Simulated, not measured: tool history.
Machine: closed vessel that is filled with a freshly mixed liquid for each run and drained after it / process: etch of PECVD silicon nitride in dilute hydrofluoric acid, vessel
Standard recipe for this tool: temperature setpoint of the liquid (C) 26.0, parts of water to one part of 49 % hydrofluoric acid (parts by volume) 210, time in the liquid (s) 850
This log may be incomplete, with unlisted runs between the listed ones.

| run | day | temperature setpoint of the liquid (C) | parts of water to one part of 49 % hydrofluoric acid (parts by volume) | time in the liquid (s) | wafers since the last listed run | hours since the thermometer was replaced | hours since the hydrofluoric acid flow meter was replaced | hours since the gauge calibration | read-back film thickness of the PECVD silicon nitride reference wafer, read on the same gauge (nm) | thickness taken off the PECVD silicon nitride on a monitor wafer (angstrom) |
|---|---|---|---|---|---|---|---|---|---|---|
| 1 | 0.000 | 26.0 | 210 | 850 | 0 | 1212.0 | 955.5 | 187.1 | 70.00 | 89.1 |
| 2 | 1.875 | 26.0 | 210 | 850 | 2790 | 1257.0 | 1000.5 | 232.1 | 70.03 | 87.6 |
| 3 | 2.242 | 26.0 | 210 | 850 | 545 | 1265.8 | 1009.3 | 240.9 | 70.02 | 87.4 |
| 4 | 2.725 | 26.0 | 210 | 850 | 719 | 1277.4 | 1020.9 | 252.5 | 69.97 | 88.4 |
| 5 | 3.633 | 26.0 | 210 | 850 | 1351 | 1299.2 | 1042.7 | 274.3 | 70.02 | 87.1 |
| 6 | 4.121 | 26.0 | 210 | 850 | 725 | 1310.9 | 1054.4 | 286.0 | 69.97 | 86.8 |
| 7 | 4.454 | 26.0 | 210 | 850 | 496 | 1318.9 | 1062.4 | 294.0 | 69.95 | 87.5 |
|  | 4.658 | gauge calibrated |
| 8 | 5.058 | 26.0 | 210 | 850 | 899 | 1333.4 | 1076.9 | 9.6 | 70.00 | 88.2 |
| 9 | 5.383 | 26.0 | 210 | 850 | 483 | 1341.2 | 1084.7 | 17.4 | 70.05 | 87.8 |
| 10 | 6.021 | 26.0 | 210 | 850 | 948 | 1356.5 | 1100.0 | 32.7 | 70.01 | 89.2 |
| 11 | 6.646 | 26.0 | 150 | 385 | 930 | 1371.5 | 1115.0 | 47.7 | 69.96 | 55.5 |
| 12 | 7.162 | 22.5 | 210 | 505 | 768 | 1383.9 | 1127.4 | 60.1 | 70.04 | 42.2 |
| 13 | 7.900 | 26.0 | 210 | 850 | 1097 | 1401.6 | 1145.1 | 77.8 | 70.00 | 87.6 |
| 14 | 8.188 | 21.5 | 180 | 610 | 427 | 1408.5 | 1152.0 | 84.7 | 69.99 | 55.0 |
|  | 8.467 | hydrofluoric acid flow meter replaced |
| 15 | 8.871 | 26.0 | 255 | 685 | 955 | 1424.9 | 9.7 | 101.1 | 70.01 | 58.8 |
|  | 9.412 | thermometer replaced |
| 16 | 9.433 | 26.0 | 210 | 850 | 775 | 0.5 | 23.2 | 114.6 | 69.98 | 89.2 |
| 17 | 9.962 | 26.0 | 170 | 445 | 787 | 13.2 | 35.9 | 127.3 | 69.99 | 56.7 |
| 18 | 10.650 | 26.0 | 210 | 850 | 1023 | 29.7 | 52.4 | 143.8 | 70.03 | 89.8 |
| 19 | 11.021 | 26.0 | 210 | 850 | 551 | 38.6 | 61.3 | 152.7 | 69.98 | 88.4 |
| 20 | 11.767 | 24.5 | 280 | 365 | 1110 | 56.5 | 79.2 | 170.6 | 70.01 | 25.8 |

Below are 3 alternative next runs, each starting from the tool's condition after run 20. Predict each:
| A | 11.804 | 22.0 | 210 | 850 | 55 | 57.4 | 80.1 | 171.5 | ? | ? |
| B | 11.804 | 29.0 | 245 | 1180 | 55 | 57.4 | 80.1 | 171.5 | ? | ? |
| C | 11.804 | 26.0 | 110 | 1100 | 55 | 57.4 | 80.1 | 171.5 | ? | ? |

| run | read-back film thickness of the PECVD silicon nitride reference wafer, read on the same gauge (nm) | thickness taken off the PECVD silicon nitride on a monitor wafer (angstrom) |
|---|---|---|
| A | 69.99 | 68.8 |
| B | 69.99 | 126.1 |
| C | 69.99 | 218.2 |
With the hidden condition removed and each run's random variation left untouched, the same runs would have given:
| run | thickness taken off the PECVD silicon nitride on a monitor wafer (angstrom) |
|---|---|
| A | 68.8 |
| B | 126.1 |
| C | 218.2 |

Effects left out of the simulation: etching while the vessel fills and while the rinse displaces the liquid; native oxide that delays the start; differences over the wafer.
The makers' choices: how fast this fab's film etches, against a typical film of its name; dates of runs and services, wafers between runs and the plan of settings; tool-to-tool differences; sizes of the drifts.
